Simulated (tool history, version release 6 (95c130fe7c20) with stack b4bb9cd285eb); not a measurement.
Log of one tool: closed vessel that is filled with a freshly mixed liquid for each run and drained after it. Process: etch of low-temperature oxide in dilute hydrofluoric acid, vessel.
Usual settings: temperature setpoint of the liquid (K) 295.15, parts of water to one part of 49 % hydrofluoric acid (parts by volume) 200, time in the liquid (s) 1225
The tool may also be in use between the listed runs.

| run | hour | temperature setpoint of the liquid (K) | parts of water to one part of 49 % hydrofluoric acid (parts by volume) | time in the liquid (s) | read-back film thickness of the low-temperature oxide reference wafer, read on the same gauge (nm) | thickness taken off the low-temperature oxide on a monitor wafer (angstrom) |
|---|---|---|---|---|---|---|
| 1 | 0 | 295.15 | 200 | 1225 | 69.98 | 394.8 |
| 2 | 9.9 | 295.15 | 200 | 1225 | 69.93 | 391.3 |
| 3 | 18.3 | 295.15 | 200 | 1225 | 70.01 | 392.3 |
| 4 | 35.7 | 295.15 | 200 | 1225 | 70 | 387.6 |
| 5 | 46.8 | 295.15 | 200 | 1225 | 70.01 | 390 |
| 6 | 59.4 | 295.15 | 200 | 1225 | 69.95 | 387.7 |
| 7 | 69.8 | 295.15 | 200 | 1225 | 70 | 384.6 |
| 8 | 87.2 | 295.15 | 145 | 1225 | 70.03 | 570.3 |
| 9 | 100.6 | 298.65 | 140 | 1225 | 69.99 | 680.3 |
| 10 | 111.4 | 298.65 | 140 | 1225 | 70.04 | 679.2 |
|  | 117.8 | gauge calibrated |
| 11 | 123.6 | 298.65 | 140 | 1225 | 69.99 | 676.9 |
| 12 | 134.3 | 295.15 | 245 | 1225 | 70.03 | 299.6 |
| 13 | 145.9 | 295.15 | 245 | 1225 | 69.98 | 298.5 |
| 14 | 154.1 | 295.15 | 200 | 1225 | 70.01 | 381.4 |
|  | 194.8 | hydrofluoric acid flow meter replaced |
| 15 | 199.9 | 292.65 | 145 | 1225 | 69.99 | 582.6 |
| 16 | 215.3 | 295.15 | 200 | 1225 | 70.05 | 443.4 |
|  | 225.1 | thermometer replaced |
| 17 | 228.2 | 295.15 | 200 | 1225 | 70.01 | 487.4 |
| 18 | 246 | 295.15 | 200 | 1225 | 69.99 | 487.5 |
| 19 | 254 | 297.65 | 255 | 1650 | 70.03 | 528.3 |
| 20 | 264.9 | 297.15 | 200 | 1225 | 70.02 | 527.6 |
| 21 | 280.6 | 293.15 | 200 | 1415 | 70.03 | 519.4 |
| 22 | 294.1 | 295.15 | 235 | 915 | 70 | 295.7 |
| 23 | 300.3 | 291.15 | 110 | 1225 | 69.99 | 816.3 |
| 24 | 307.1 | 295.15 | 200 | 1225 | 70.05 | 480.1 |
| 25 | 315.5 | 295.15 | 200 | 1855 | 69.97 | 728.3 |
| 26 | 328.3 | 293.15 | 200 | 1225 | 70.03 | 442.9 |
| 27 | 335.9 | 295.15 | 135 | 1225 | 69.99 | 758.5 |
| 28 | 345.6 | 297.15 | 200 | 1010 | 69.97 | 425.3 |
| 29 | 358.3 | 295.15 | 230 | 1420 | 69.97 | 465 |

Forecast each of these 4 alternatives for the next run:
| A | 359.3 | 295.15 | 200 | 1225 | ? | ? |
| B | 359.3 | 295.15 | 200 | 1865 | ? | ? |
| C | 359.3 | 290.65 | 235 | 1790 | ? | ? |
| D | 359.3 | 295.15 | 120 | 1880 | ? | ? |

| run | read-back film thickness of the low-temperature oxide reference wafer, read on the same gauge (nm) | thickness taken off the low-temperature oxide on a monitor wafer (angstrom) |
|---|---|---|
| A | 69.99 | 479.4 |
| B | 69.99 | 729.8 |
| C | 69.99 | 484.8 |
| D | 69.99 | 1338.5 |
Without the tool's hidden state the same runs would have given:
| run | thickness taken off the low-temperature oxide on a monitor wafer (angstrom) |
|---|---|
| A | 507.9 |
| B | 773.3 |
| C | 514 |
| D | 1416.4 |

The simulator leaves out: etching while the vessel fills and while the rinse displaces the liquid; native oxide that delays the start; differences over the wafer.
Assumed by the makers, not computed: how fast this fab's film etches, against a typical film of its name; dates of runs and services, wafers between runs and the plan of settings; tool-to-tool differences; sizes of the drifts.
